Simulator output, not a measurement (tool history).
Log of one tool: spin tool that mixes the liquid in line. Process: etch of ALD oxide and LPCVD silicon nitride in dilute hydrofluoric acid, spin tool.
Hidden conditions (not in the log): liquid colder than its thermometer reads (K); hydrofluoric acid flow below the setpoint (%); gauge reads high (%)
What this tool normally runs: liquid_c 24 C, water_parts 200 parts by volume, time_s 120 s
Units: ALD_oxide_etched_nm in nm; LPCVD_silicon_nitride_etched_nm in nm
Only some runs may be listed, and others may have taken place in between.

| run | hour | liquid_c | water_parts | time_s | wafers since the last listed run | hours since the thermometer was replaced | hours since the hydrofluoric acid flow meter was replaced | hours since the gauge calibration | read-back film thickness of the ALD oxide reference wafer, read on the same gauge (nm) | read-back film thickness of the LPCVD silicon nitride reference wafer, read on the same gauge (nm) | ALD_oxide_etched_nm | LPCVD_silicon_nitride_etched_nm |
|---|---|---|---|---|---|---|---|---|---|---|---|---|
| 1 | 0 | 24 | 200 | 70 | 0 | 1739.3 | 578.3 | 838.5 | 100.03 | 80.016 | 2.81 | 0.152 |
| 2 | 28 | 24 | 200 | 120 | 198 | 1767.3 | 606.3 | 866.5 | 99.99 | 79.987 | 4.82 | 0.315 |
| 3 | 56.4 | 24 | 200 | 120 | 200 | 1795.7 | 634.7 | 894.9 | 100.05 | 80.02 | 4.8 | 0.195 |
| 4 | 103.8 | 24 | 200 | 120 | 335 | 1843.1 | 682.1 | 942.3 | 100 | 79.968 | 4.72 | 0.245 |
| 5 | 157.1 | 24 | 200 | 120 | 376 | 1896.4 | 735.4 | 995.6 | 99.94 | 79.96 | 4.71 | 0.358 |
|  | 184.6 | hydrofluoric acid flow meter replaced |
| 6 | 212.6 | 24 | 200 | 120 | 385 | 1951.9 | 28 | 1051.1 | 100.04 | 80.027 | 5.04 | 0.27 |
| 7 | 237.8 | 24 | 200 | 120 | 178 | 1977.1 | 53.2 | 1076.3 | 100.04 | 79.972 | 4.97 | 0.247 |
| 8 | 307.6 | 24 | 200 | 120 | 493 | 2046.9 | 123 | 1146.1 | 100.01 | 80.021 | 4.92 | 0.248 |
| 9 | 370.1 | 24 | 200 | 120 | 442 | 2109.4 | 185.5 | 1208.6 | 100.03 | 79.985 | 4.94 | 0.262 |
| 10 | 399.5 | 24 | 200 | 120 | 207 | 2138.8 | 214.9 | 1238 | 100.02 | 80.039 | 4.94 | 0.323 |
| 11 | 424.2 | 24 | 280 | 120 | 174 | 2163.5 | 239.6 | 1262.7 | 99.99 | 80.011 | 3.21 | 0.216 |
| 12 | 486.1 | 24 | 200 | 175 | 437 | 2225.4 | 301.5 | 1324.6 | 100.01 | 79.977 | 7.1 | 0.399 |
| 13 | 517.2 | 24 | 255 | 55 | 219 | 2256.5 | 332.6 | 1355.7 | 100 | 79.978 | 1.67 | 0.099 |
| 14 | 585.6 | 27.5 | 200 | 140 | 483 | 2324.9 | 401 | 1424.1 | 100 | 80.032 | 6.46 | 0.529 |
|  | 618.2 | thermometer replaced |
| 15 | 622.8 | 24 | 200 | 120 | 256 | 4.6 | 438.2 | 1461.3 | 99.97 | 80.011 | 4.88 | 0.352 |
|  | 698.8 | gauge calibrated |
| 16 | 785.2 | 24 | 200 | 120 | 1148 | 167 | 600.6 | 86.4 | 99.99 | 80.014 | 4.84 | 0.283 |
| 17 | 818 | 24 | 200 | 95 | 231 | 199.8 | 633.4 | 119.2 | 100.02 | 80.035 | 3.83 | 0.193 |
| 18 | 877.7 | 20 | 225 | 175 | 422 | 259.5 | 693.1 | 178.9 | 99.99 | 80.007 | 5.21 | 0.303 |
| 19 | 917.6 | 26 | 200 | 155 | 282 | 299.4 | 733 | 218.8 | 99.98 | 80.006 | 6.69 | 0.388 |
| 20 | 988.2 | 26.5 | 275 | 175 | 499 | 370 | 803.6 | 289.4 | 100 | 79.991 | 5.06 | 0.34 |
| 21 | 1029.2 | 29 | 140 | 75 | 289 | 411 | 844.6 | 330.4 | 100.04 | 80.058 | 5.5 | 0.291 |
|  | 1042.1 | hydrofluoric acid flow meter replaced |
| 22 | 1070.6 | 24 | 280 | 95 | 285 | 452.4 | 28.5 | 371.8 | 99.96 | 80.017 | 2.61 | 0.185 |
| 23 | 1102.3 | 24 | 200 | 120 | 224 | 484.1 | 60.2 | 403.5 | 99.96 | 79.982 | 4.98 | 0.262 |
| 24 | 1130.3 | 25.5 | 105 | 120 | 198 | 512.1 | 88.2 | 431.5 | 100.03 | 79.998 | 11.26 | 0.606 |
| 25 | 1175.2 | 21.5 | 200 | 140 | 317 | 557 | 133.1 | 476.4 | 100.04 | 80.024 | 5.28 | 0.259 |
| 26 | 1202 | 24 | 200 | 160 | 189 | 583.8 | 159.9 | 503.2 | 99.99 | 79.991 | 6.66 | 0.386 |

Branching from run 26: 4 alternative next runs. What would each branch give?
| A | 1202.5 | 24 | 200 | 100 | 3 | 584.3 | 160.4 | 503.7 | ? | ? | ? | ? |
| B | 1202.5 | 24 | 250 | 120 | 3 | 584.3 | 160.4 | 503.7 | ? | ? | ? | ? |
| C | 1202.5 | 20 | 300 | 120 | 3 | 584.3 | 160.4 | 503.7 | ? | ? | ? | ? |
| D | 1202.5 | 25.5 | 200 | 60 | 3 | 584.3 | 160.4 | 503.7 | ? | ? | ? | ? |

| run | read-back film thickness of the ALD oxide reference wafer, read on the same gauge (nm) | read-back film thickness of the LPCVD silicon nitride reference wafer, read on the same gauge (nm) | ALD_oxide_etched_nm | LPCVD_silicon_nitride_etched_nm |
|---|---|---|---|---|
| A | 100.01 | 80.032 | 4.17 | 0.212 |
| B | 100.01 | 80.032 | 3.8 | 0.204 |
| C | 100.01 | 80.032 | 2.61 | 0.133 |
| D | 100.01 | 80.032 | 2.65 | 0.14 |
The same runs, with their run-to-run variation unchanged, on a tool lacking any hidden condition would have given:
| run | ALD_oxide_etched_nm | LPCVD_silicon_nitride_etched_nm |
|---|---|---|
| A | 4.25 | 0.215 |
| B | 3.87 | 0.207 |
| C | 2.66 | 0.135 |
| D | 2.69 | 0.142 |
